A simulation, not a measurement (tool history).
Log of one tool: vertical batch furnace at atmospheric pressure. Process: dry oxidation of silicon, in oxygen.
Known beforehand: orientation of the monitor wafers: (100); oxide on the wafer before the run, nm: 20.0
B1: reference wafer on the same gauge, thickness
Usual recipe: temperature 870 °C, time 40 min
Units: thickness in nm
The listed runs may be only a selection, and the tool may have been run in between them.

Run 1, day 0: usual settings; B1 27.76. Result: thickness 23.88 nm.
Run 2, day 1.221: usual settings; B1 27.72. Result: thickness 23.84 nm.
Run 3, day 2.429: usual settings; B1 27.72. Result: thickness 23.83 nm.
Run 4, day 3.029: usual settings; B1 27.66. Result: thickness 23.74 nm.
At day 5.075: thermocouples replaced and temperature profile calibrated.
Run 5, day 5.096: usual settings; B1 27.62. Result: thickness 23.72 nm.
Run 6, day 5.533: usual settings; B1 27.59. Result: thickness 23.73 nm.
Run 7, day 6.258: usual settings but time 32.5 min; B1 27.56. Result: thickness 22.82 nm.
Run 8, day 7.721: usual settings; B1 27.49. Result: thickness 23.66 nm.
At day 7.95: gauge calibrated.
Run 9, day 8.825: usual settings but temperature 851 °C, time 56 min; B1 27.86. Result: thickness 23.97 nm.
Run 10, day 9.367: usual settings but temperature 891 °C, time 22.5 min; B1 27.85. Result: thickness 22.98 nm.

What will run 11 give?
At day 11.621: boat lift adjusted.
Run 11, day 12.779: usual settings but temperature 847 °C, time 51.5 min; B1 ?. Result: thickness ?.

B1: 27.82
thickness: 23.35 nm
Minus the tool's unlogged condition, the same run would have read thickness 23.34 nm.
